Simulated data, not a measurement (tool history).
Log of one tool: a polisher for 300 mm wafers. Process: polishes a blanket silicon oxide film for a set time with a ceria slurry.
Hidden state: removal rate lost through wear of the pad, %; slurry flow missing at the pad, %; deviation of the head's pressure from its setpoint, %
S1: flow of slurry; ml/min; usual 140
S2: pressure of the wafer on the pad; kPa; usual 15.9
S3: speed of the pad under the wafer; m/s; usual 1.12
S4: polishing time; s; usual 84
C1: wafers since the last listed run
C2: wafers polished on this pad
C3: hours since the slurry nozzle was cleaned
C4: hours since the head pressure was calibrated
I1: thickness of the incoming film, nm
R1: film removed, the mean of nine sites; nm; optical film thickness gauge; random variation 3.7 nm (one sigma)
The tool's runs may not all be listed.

Run 1, day 0.000: usual settings; C1 0; C2 213; C3 128.8; C4 225.0; I1 1503.7. Result: R1 260.8 nm.
Run 2, day 1.083: usual settings; C1 151; C2 365; C3 154.8; C4 251.0; I1 1521.2. Result: R1 255.8 nm.
Run 3, day 1.900: usual settings; C1 114; C2 479; C3 174.4; C4 270.6; I1 1514.5. Result: R1 251.5 nm.
At day 2.767: head pressure recalibrated.
Run 4, day 3.158: usual settings but S2 19.3 kPa, S4 107 s; C1 164; C2 644; C3 204.6; C4 9.4; I1 1472.1. Result: R1 378.5 nm.
Run 5, day 3.896: usual settings but S2 17.9 kPa, S4 105 s; C1 103; C2 747; C3 222.3; C4 27.1; I1 1506.6. Result: R1 332.5 nm.
Run 6, day 4.688: usual settings but S1 175 ml/min; C1 110; C2 858; C3 241.3; C4 46.1; I1 1496.7. Result: R1 244.5 nm.
At day 4.958: worn pad replaced by a new one.
Run 7, day 5.262: usual settings but S1 175 ml/min; C1 57; C2 42; C3 255.1; C4 59.9; I1 1514.1. Result: R1 275.8 nm.
Run 8, day 6.788: usual settings but S2 18.6 kPa; C1 213; C2 256; C3 291.7; C4 96.5; I1 1516.1. Result: R1 298.9 nm.
Run 9, day 7.700: usual settings but S2 18.6 kPa; C1 127; C2 384; C3 313.6; C4 118.4; I1 1512.8. Result: R1 291.1 nm.
Run 10, day 8.892: usual settings but S2 18.6 kPa; C1 167; C2 551; C3 342.2; C4 147.0; I1 1481.4. Result: R1 286.6 nm.
Run 11, day 9.412: usual settings; C1 72; C2 624; C3 354.7; C4 159.5; I1 1504.0. Result: R1 241.7 nm.
Run 12, day 10.679: usual settings; C1 177; C2 801; C3 385.1; C4 189.9; I1 1498.3. Result: R1 233.1 nm.
At day 11.438: worn pad replaced by a new one.
Run 13, day 11.458: usual settings; C1 85; C2 2; C3 403.8; C4 208.6; I1 1482.9. Result: R1 260.6 nm.
Run 14, day 12.738: usual settings but S3 0.84 m/s; C1 179; C2 182; C3 434.5; C4 239.3; I1 1492.8. Result: R1 188.8 nm.
Run 15, day 13.296: usual settings but S3 0.84 m/s; C1 78; C2 260; C3 447.9; C4 252.7; I1 1478.9. Result: R1 190.1 nm.
Run 16, day 14.112: usual settings but S3 0.84 m/s; C1 114; C2 374; C3 467.5; C4 272.3; I1 1515.7. Result: R1 187.5 nm.
Run 17, day 15.004: usual settings but S1 190 ml/min, S3 0.86 m/s, S4 97 s; C1 124; C2 499; C3 488.9; C4 293.7; I1 1477.7. Result: R1 229.0 nm.
Run 18, day 16.188: usual settings but S1 185 ml/min, S3 1.34 m/s, S4 94 s; C1 165; C2 665; C3 517.3; C4 322.1; I1 1475.0. Result: R1 334.7 nm.
Run 19, day 16.958: usual settings but S1 100 ml/min, S2 13.8 kPa, S3 1.32 m/s, S4 94 s; C1 108; C2 773; C3 535.8; C4 340.6; I1 1474.2. Result: R1 244.6 nm.
At day 17.058: head pressure recalibrated.
At day 18.004: worn pad replaced by a new one.
Run 20, day 18.025: usual settings but S2 17.9 kPa, S3 0.86 m/s; C1 114; C2 2; C3 561.4; C4 23.2; I1 1490.7. Result: R1 221.7 nm.
Run 21, day 19.183: usual settings but S1 115 ml/min, S4 63 s; C1 162; C2 165; C3 589.2; C4 51.0; I1 1504.6. Result: R1 179.5 nm.
Run 22, day 20.008: usual settings but S2 17.2 kPa, S3 0.88 m/s, S4 75 s; C1 115; C2 280; C3 609.0; C4 70.8; I1 1493.8. Result: R1 185.2 nm.
Run 23, day 20.562: usual settings but S3 0.84 m/s; C1 77; C2 358; C3 622.3; C4 84.1; I1 1509.1. Result: R1 180.1 nm.
At day 21.475: slurry nozzle cleaned.
At day 24.146: worn pad replaced by a new one.
Run 24, day 24.633: usual settings but S3 1.48 m/s, S4 65 s; C1 541; C2 68; C3 75.8; C4 181.8; I1 1498.8. Result: R1 270.9 nm.
Run 25, day 25.508: usual settings but S1 120 ml/min, S4 107 s; C1 122; C2 190; C3 96.8; C4 202.8; I1 1474.6. Result: R1 326.6 nm.
Run 26, day 26.738: usual settings; C1 172; C2 363; C3 126.3; C4 232.3; I1 1493.1. Result: R1 259.8 nm.
Run 27, day 27.538: usual settings; C1 112; C2 475; C3 145.5; C4 251.5; I1 1498.2. Result: R1 252.0 nm.
Run 28, day 28.329: usual settings but S1 115 ml/min, S2 21.4 kPa; C1 110; C2 586; C3 164.5; C4 270.5; I1 1481.3. Result: R1 320.4 nm.
Run 29, day 28.912: usual settings; C1 81; C2 667; C3 178.5; C4 284.5; I1 1497.2. Result: R1 249.0 nm.
At day 29.821: head pressure recalibrated.
Run 30, day 30.325: usual settings but S2 11.7 kPa, S4 105 s; C1 186; C2 854; C3 212.4; C4 12.1; I1 1491.4. Result: R1 218.8 nm.
At day 30.500: worn pad replaced by a new one.
Run 31, day 31.712: usual settings but S1 185 ml/min, S3 0.92 m/s, S4 71 s; C1 171; C2 169; C3 245.7; C4 45.4; I1 1525.4. Result: R1 187.4 nm.
Run 32, day 32.358: usual settings but S1 115 ml/min, S4 63 s; C1 90; C2 260; C3 261.2; C4 60.9; I1 1515.2. Result: R1 182.0 nm.

Forecast each of these 4 alternatives for the next run:
Run A, day 32.379: usual settings but S2 11.7 kPa; C1 2; C2 263; C3 261.7; C4 61.4; I1 1489.4. Result: R1 ?.
Run B, day 32.379: usual settings but S1 175 ml/min, S2 20.7 kPa, S3 1.46 m/s; C1 2; C2 263; C3 261.7; C4 61.4; I1 1489.4. Result: R1 ?.
Run C, day 32.379: usual settings but S1 100 ml/min, S2 13.1 kPa; C1 2; C2 263; C3 261.7; C4 61.4; I1 1489.4. Result: R1 ?.
Run D, day 32.379: usual settings but S1 125 ml/min, S3 1.00 m/s; C1 2; C2 263; C3 261.7; C4 61.4; I1 1489.4. Result: R1 ?.

run     R1
  A  185.8
  B  445.4
  C  192.1
  D  219.1
Without the tool's hidden state the same runs would have given:
run     R1
  A  200.7
  B  478.3
  C  210.0
  D  237.6
